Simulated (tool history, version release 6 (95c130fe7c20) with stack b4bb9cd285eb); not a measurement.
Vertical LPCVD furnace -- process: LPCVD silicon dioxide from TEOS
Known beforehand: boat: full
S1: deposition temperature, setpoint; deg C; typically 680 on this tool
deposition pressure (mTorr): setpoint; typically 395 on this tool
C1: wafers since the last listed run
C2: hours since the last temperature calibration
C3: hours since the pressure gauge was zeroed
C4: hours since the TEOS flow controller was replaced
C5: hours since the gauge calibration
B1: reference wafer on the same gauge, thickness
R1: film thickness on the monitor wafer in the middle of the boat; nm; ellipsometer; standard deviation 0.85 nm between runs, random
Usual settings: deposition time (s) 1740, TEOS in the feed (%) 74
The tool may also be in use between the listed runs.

Run 1, hour 0.0: usual settings; C1 0; C2 0.5; C3 4975.1; C4 3322.5; C5 38.1; B1 170.96. Result: R1 166.87 nm.
Run 2, hour 8.3: usual settings; C1 172; C2 8.8; C3 4983.4; C4 3330.8; C5 46.4; B1 171.18. Result: R1 167.66 nm.
Run 3, hour 33.1: usual settings; C1 515; C2 33.6; C3 5008.2; C4 3355.6; C5 71.2; B1 170.91. Result: R1 166.39 nm.
Run 4, hour 59.8: usual settings; C1 554; C2 60.3; C3 5034.9; C4 3382.3; C5 97.9; B1 171.03. Result: R1 167.24 nm.
Run 5, hour 77.7: usual settings; C1 371; C2 78.2; C3 5052.8; C4 3400.2; C5 115.8; B1 171.08. Result: R1 167.67 nm.
Run 6, hour 102.5: usual settings; C1 515; C2 103.0; C3 5077.6; C4 3425.0; C5 140.6; B1 171.20. Result: R1 168.91 nm.
Run 7, hour 137.3: usual settings but deposition time (s) 1230; C1 722; C2 137.8; C3 5112.4; C4 3459.8; C5 175.4; B1 171.23. Result: R1 120.46 nm.
Run 8, hour 231.6: usual settings but TEOS in the feed (%) 68; C1 1959; C2 232.1; C3 5206.7; C4 3554.1; C5 269.7; B1 170.81. Result: R1 163.73 nm.
At hour 256.9: TEOS flow controller replaced.
Run 9, hour 257.4: usual settings but deposition pressure (mTorr) 490; C1 37; C2 257.9; C3 5232.5; C4 0.5; C5 295.5; B1 170.85. Result: R1 189.34 nm.
Run 10, hour 261.2: usual settings; C1 78; C2 261.7; C3 5236.3; C4 4.3; C5 299.3; B1 171.24. Result: R1 170.77 nm.
Run 11, hour 292.7: usual settings but S1 683 deg C, deposition pressure (mTorr) 365; C1 654; C2 293.2; C3 5267.8; C4 35.8; C5 330.8; B1 170.93. Result: R1 175.72 nm.
Run 12, hour 320.9: usual settings; C1 585; C2 321.4; C3 5296.0; C4 64.0; C5 359.0; B1 171.02. Result: R1 170.75 nm.
At hour 354.7: pressure gauge zeroed.
Run 13, hour 355.2: usual settings but TEOS in the feed (%) 68; C1 213; C2 355.7; C3 0.5; C4 98.3; C5 393.3; B1 170.94. Result: R1 163.57 nm.
Run 14, hour 363.8: usual settings but deposition pressure (mTorr) 465; C1 178; C2 364.3; C3 9.1; C4 106.9; C5 401.9; B1 170.75. Result: R1 186.14 nm.
Run 15, hour 379.5: usual settings but S1 677 deg C; C1 326; C2 380.0; C3 24.8; C4 122.6; C5 417.6; B1 170.82. Result: R1 159.31 nm.
Run 16, hour 408.7: usual settings; C1 606; C2 409.2; C3 54.0; C4 151.8; C5 446.8; B1 170.91. Result: R1 171.53 nm.
Run 17, hour 434.6: usual settings but S1 674 deg C, deposition time (s) 1500; C1 538; C2 435.1; C3 79.9; C4 177.7; C5 472.7; B1 171.49. Result: R1 128.00 nm.
Run 18, hour 453.1: usual settings but TEOS in the feed (%) 68; C1 384; C2 453.6; C3 98.4; C4 196.2; C5 491.2; B1 170.77. Result: R1 165.42 nm.
Run 19, hour 486.1: usual settings; C1 685; C2 486.6; C3 131.4; C4 229.2; C5 524.2; B1 171.15. Result: R1 173.80 nm.
Run 20, hour 515.3: usual settings; C1 606; C2 515.8; C3 160.6; C4 258.4; C5 553.4; B1 171.22. Result: R1 172.14 nm.
Run 21, hour 550.1: usual settings but S1 672 deg C, deposition time (s) 1530, TEOS in the feed (%) 69; C1 722; C2 550.6; C3 195.4; C4 293.2; C5 588.2; B1 171.02. Result: R1 120.60 nm.
Run 22, hour 585.6: usual settings but S1 691 deg C, deposition pressure (mTorr) 435, TEOS in the feed (%) 68; C1 737; C2 586.1; C3 230.9; C4 328.7; C5 623.7; B1 171.23. Result: R1 227.51 nm.

What does the tool deliver on the next run?
Run 23, hour 607.4: usual settings; C1 452; C2 607.9; C3 252.7; C4 350.5; C5 645.5; B1 ?. Result: R1 ?.

{"run 23": {"B1": 171.2, "R1": 173.92}}
With no hidden state in the tool, this same run would have given R1 164.15 nm.

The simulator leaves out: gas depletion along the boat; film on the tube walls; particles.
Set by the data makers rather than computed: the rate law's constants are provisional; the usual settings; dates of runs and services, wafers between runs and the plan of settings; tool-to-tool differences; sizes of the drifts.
